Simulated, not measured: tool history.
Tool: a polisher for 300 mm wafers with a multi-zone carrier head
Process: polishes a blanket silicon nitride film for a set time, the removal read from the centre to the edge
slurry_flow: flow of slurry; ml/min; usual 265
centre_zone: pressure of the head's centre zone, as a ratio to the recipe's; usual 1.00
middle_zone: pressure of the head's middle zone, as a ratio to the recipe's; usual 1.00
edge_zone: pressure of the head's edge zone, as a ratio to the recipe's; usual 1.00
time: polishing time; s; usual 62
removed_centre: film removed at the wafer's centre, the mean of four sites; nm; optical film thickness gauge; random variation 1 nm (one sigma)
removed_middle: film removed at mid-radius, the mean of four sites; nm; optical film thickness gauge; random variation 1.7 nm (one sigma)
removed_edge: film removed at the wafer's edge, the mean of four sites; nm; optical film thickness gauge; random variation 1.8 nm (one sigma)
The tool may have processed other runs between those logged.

| run | hour | slurry_flow | centre_zone | middle_zone | edge_zone | time | incoming thickness of the incoming film, nm | removed_centre | removed_middle | removed_edge |
|---|---|---|---|---|---|---|---|---|---|---|
| 1 | 0.0 | 265 | 1.00 | 0.92 | 1.00 | 62 | 389.4 | 141.2 | 128.6 | 139.1 |
| 2 | 36.3 | 265 | 1.00 | 1.00 | 1.00 | 62 | 396.8 | 139.3 | 138.9 | 139.2 |
| 3 | 93.7 | 265 | 1.00 | 1.00 | 1.00 | 54 | 390.8 | 123.0 | 124.4 | 121.3 |
| 4 | 160.1 | 330 | 1.00 | 1.07 | 1.00 | 62 | 385.2 | 143.7 | 147.1 | 142.1 |
| 5 | 245.4 | 265 | 1.08 | 1.00 | 0.92 | 50 | 385.1 | 120.7 | 108.8 | 108.5 |
|  | 347.8 | worn pad replaced by a new one |
| 6 | 524.8 | 265 | 1.04 | 1.00 | 1.00 | 62 | 393.5 | 147.4 | 141.7 | 138.6 |
| 7 | 567.5 | 175 | 1.04 | 1.08 | 1.08 | 62 | 388.4 | 137.1 | 142.9 | 140.5 |
|  | 630.4 | edge zone pressure recalibrated |
|  | 659.2 | slurry nozzle cleaned |
| 8 | 665.2 | 265 | 1.00 | 0.90 | 0.92 | 62 | 398.2 | 140.0 | 128.1 | 132.6 |
|  | 725.4 | centre zone pressure recalibrated |
| 9 | 756.2 | 305 | 1.00 | 1.00 | 0.94 | 62 | 390.4 | 142.8 | 144.0 | 138.6 |
| 10 | 845.7 | 315 | 1.00 | 1.00 | 1.00 | 62 | 383.3 | 144.5 | 140.9 | 140.3 |
| 11 | 887.7 | 265 | 1.05 | 1.11 | 1.00 | 62 | 383.5 | 147.3 | 153.0 | 140.4 |
| 12 | 941.6 | 265 | 1.00 | 1.00 | 1.00 | 62 | 393.9 | 139.5 | 139.6 | 139.5 |
|  | 965.0 | carrier head's membrane replaced by a new one |
| 13 | 1047.8 | 265 | 1.00 | 1.00 | 1.04 | 62 | 389.8 | 138.9 | 141.0 | 141.3 |
| 14 | 1098.1 | 265 | 1.03 | 0.92 | 1.00 | 62 | 388.6 | 140.6 | 129.6 | 139.9 |
| 15 | 1205.1 | 265 | 0.94 | 1.00 | 1.00 | 62 | 390.1 | 128.5 | 138.6 | 134.6 |
|  | 1255.7 | worn pad replaced by a new one |
| 16 | 1310.4 | 265 | 1.00 | 1.00 | 1.00 | 62 | 386.9 | 142.4 | 141.0 | 144.2 |
| 17 | 1366.7 | 350 | 1.00 | 1.08 | 1.12 | 68 | 388.3 | 160.4 | 168.1 | 168.3 |
| 18 | 1434.2 | 265 | 1.00 | 1.00 | 1.00 | 62 | 390.5 | 143.1 | 140.5 | 140.8 |
|  | 1467.6 | edge zone pressure recalibrated |
| 19 | 1521.1 | 265 | 1.00 | 1.00 | 1.00 | 62 | 386.0 | 141.4 | 140.7 | 146.6 |
|  | 1589.4 | slurry nozzle cleaned |
| 20 | 1607.3 | 265 | 1.00 | 1.00 | 1.00 | 62 | 389.7 | 142.1 | 139.3 | 139.1 |
| 21 | 1646.9 | 265 | 1.00 | 1.00 | 1.00 | 62 | 390.5 | 142.3 | 139.2 | 139.9 |
|  | 1719.5 | centre zone pressure recalibrated |
| 22 | 1736.8 | 265 | 1.00 | 1.00 | 1.00 | 76 | 395.4 | 173.3 | 169.4 | 173.2 |
| 23 | 1826.2 | 330 | 1.00 | 1.00 | 1.00 | 62 | 392.1 | 144.4 | 142.6 | 145.0 |

Predict each of these 3 candidate next runs independently; none follows another, all start after run 23:
| A | 1826.6 | 265 | 1.00 | 1.00 | 1.00 | 51 | 392.2 | ? | ? | ? |
| B | 1826.6 | 265 | 0.89 | 0.95 | 1.05 | 62 | 392.2 | ? | ? | ? |
| C | 1826.6 | 300 | 1.11 | 1.00 | 1.05 | 62 | 392.2 | ? | ? | ? |

| run | removed_centre | removed_middle | removed_edge |
|---|---|---|---|
| A | 114.2 | 115.2 | 116.1 |
| B | 123.4 | 134.2 | 144.7 |
| C | 156.7 | 141.9 | 146.1 |
Take away the tool's hidden state, keep each run's random variation, and the runs would have read:
| run | removed_centre | removed_middle | removed_edge |
|---|---|---|---|
| A | 117.5 | 118.5 | 119.4 |
| B | 126.9 | 138.0 | 148.8 |
| C | 161.1 | 146.0 | 150.3 |
